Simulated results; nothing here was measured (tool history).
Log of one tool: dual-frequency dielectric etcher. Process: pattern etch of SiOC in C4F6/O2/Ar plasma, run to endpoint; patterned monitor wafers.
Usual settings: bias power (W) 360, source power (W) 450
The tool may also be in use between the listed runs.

| run | hour | bias power (W) | source power (W) | wafers since the last listed run | hours since the last wet clean | hours since the last bias power generator calibration | hours since the last source power generator calibration | hours since the last upper electrode change | incoming incoming film thickness, nm | endpoint time (s) |
|---|---|---|---|---|---|---|---|---|---|---|
| 1 | 0 | 360 | 450 | 0 | 481.9 | 3386.9 | 4146.9 | 4930.8 | 50.7 | 20.5 |
| 2 | 27.4 | 360 | 450 | 441 | 509.3 | 3414.3 | 4174.3 | 4958.2 | 50.2 | 20.3 |
| 3 | 50.6 | 360 | 450 | 373 | 532.5 | 3437.5 | 4197.5 | 4981.4 | 50.3 | 20.6 |
| 4 | 70.9 | 360 | 410 | 326 | 552.8 | 3457.8 | 4217.8 | 5001.7 | 50 | 21.8 |
| 5 | 94 | 360 | 450 | 372 | 575.9 | 3480.9 | 4240.9 | 5024.8 | 50.2 | 20.4 |
| 6 | 111.8 | 360 | 450 | 286 | 593.7 | 3498.7 | 4258.7 | 5042.6 | 50.2 | 20.4 |
|  | 156.1 | wet clean of the chamber |
| 7 | 156.6 | 360 | 450 | 335 | 0.5 | 3543.5 | 4303.5 | 5087.4 | 49.9 | 19.4 |
| 8 | 164.5 | 360 | 450 | 127 | 8.4 | 3551.4 | 4311.4 | 5095.3 | 49.7 | 19.6 |
| 9 | 194.6 | 360 | 450 | 484 | 38.5 | 3581.5 | 4341.5 | 5125.4 | 49.8 | 19.4 |
| 10 | 206.8 | 360 | 360 | 196 | 50.7 | 3593.7 | 4353.7 | 5137.6 | 49.9 | 22.5 |
| 11 | 222.4 | 360 | 360 | 251 | 66.3 | 3609.3 | 4369.3 | 5153.2 | 50.2 | 22.5 |
| 12 | 248.7 | 360 | 470 | 423 | 92.6 | 3635.6 | 4395.6 | 5179.5 | 50.2 | 19.1 |
| 13 | 289.2 | 360 | 470 | 652 | 133.1 | 3676.1 | 4436.1 | 5220 | 49.8 | 19 |
| 14 | 307.4 | 360 | 470 | 293 | 151.3 | 3694.3 | 4454.3 | 5238.2 | 50.3 | 19.4 |
| 15 | 339.3 | 449 | 370 | 513 | 183.2 | 3726.2 | 4486.2 | 5270.1 | 49.8 | 19.8 |
|  | 372.9 | bias power generator calibrated |
| 16 | 373.4 | 360 | 450 | 484 | 217.3 | 0.5 | 4520.3 | 5304.2 | 50.5 | 19.8 |
| 17 | 384.2 | 283 | 420 | 173 | 228.1 | 11.3 | 4531.1 | 5315 | 50.8 | 24 |
| 18 | 403.9 | 426 | 450 | 317 | 247.8 | 31 | 4550.8 | 5334.7 | 50.6 | 18.3 |
| 19 | 419.2 | 305 | 490 | 246 | 263.1 | 46.3 | 4566.1 | 5350 | 50.5 | 20.9 |
| 20 | 433.6 | 360 | 450 | 231 | 277.5 | 60.7 | 4580.5 | 5364.4 | 49.7 | 19.6 |
| 21 | 462.1 | 413 | 520 | 459 | 306 | 89.2 | 4609 | 5392.9 | 50.3 | 17 |
|  | 478.7 | source power generator calibrated |
| 22 | 493.6 | 300 | 450 | 442 | 337.5 | 120.7 | 14.9 | 5424.4 | 50.2 | 22.3 |
| 23 | 527 | 400 | 370 | 537 | 370.9 | 154.1 | 48.3 | 5457.8 | 50.1 | 21.5 |
| 24 | 553.1 | 397 | 450 | 420 | 397 | 180.2 | 74.4 | 5483.9 | 50.6 | 19.4 |
|  | 603.4 | upper electrode replaced |
| 25 | 603.9 | 324 | 540 | 431 | 447.8 | 231 | 125.2 | 0.5 | 50.6 | 19.6 |
| 26 | 606.4 | 400 | 370 | 40 | 450.3 | 233.5 | 127.7 | 3 | 50.8 | 21.7 |
| 27 | 618.8 | 421 | 540 | 199 | 462.7 | 245.9 | 140.1 | 15.4 | 50.1 | 16.9 |
| 28 | 650.8 | 360 | 540 | 515 | 494.7 | 277.9 | 172.1 | 47.4 | 50.2 | 18.3 |
| 29 | 669.6 | 360 | 450 | 302 | 513.5 | 296.7 | 190.9 | 66.2 | 49.8 | 20.2 |
| 30 | 704.7 | 437 | 390 | 565 | 548.6 | 331.8 | 226 | 101.3 | 49.9 | 20.1 |
| 31 | 726.3 | 337 | 490 | 347 | 570.2 | 353.4 | 247.6 | 122.9 | 50.1 | 19.9 |
| 32 | 751.4 | 429 | 340 | 404 | 595.3 | 378.5 | 272.7 | 148 | 50.4 | 22.9 |
|  | 784.5 | wet clean of the chamber |
| 33 | 785 | 360 | 360 | 154 | 0.5 | 412.1 | 306.3 | 181.6 | 50.2 | 22.4 |
| 34 | 795.3 | 295 | 510 | 165 | 10.8 | 422.4 | 316.6 | 191.9 | 50.3 | 20.2 |
| 35 | 823.7 | 413 | 520 | 457 | 39.2 | 450.8 | 345 | 220.3 | 50.1 | 16.5 |

4 ways to go on from here, each from the tool as it stands after run 35. What would each give?
| A | 824.1 | 360 | 450 | 6 | 39.6 | 451.2 | 345.4 | 220.7 | 50.4 | ? |
| B | 824.1 | 309 | 380 | 6 | 39.6 | 451.2 | 345.4 | 220.7 | 50.4 | ? |
| C | 824.1 | 271 | 490 | 6 | 39.6 | 451.2 | 345.4 | 220.7 | 50.4 | ? |
| D | 824.1 | 360 | 370 | 6 | 39.6 | 451.2 | 345.4 | 220.7 | 50.4 | ? |

| run | endpoint time (s) |
|---|---|
| A | 19.3 |
| B | 23.4 |
| C | 21.5 |
| D | 21.9 |
Without the tool's hidden state the same runs would have given:
| run | endpoint time (s) |
|---|---|
| A | 19.3 |
| B | 23.3 |
| C | 21.4 |
| D | 21.9 |

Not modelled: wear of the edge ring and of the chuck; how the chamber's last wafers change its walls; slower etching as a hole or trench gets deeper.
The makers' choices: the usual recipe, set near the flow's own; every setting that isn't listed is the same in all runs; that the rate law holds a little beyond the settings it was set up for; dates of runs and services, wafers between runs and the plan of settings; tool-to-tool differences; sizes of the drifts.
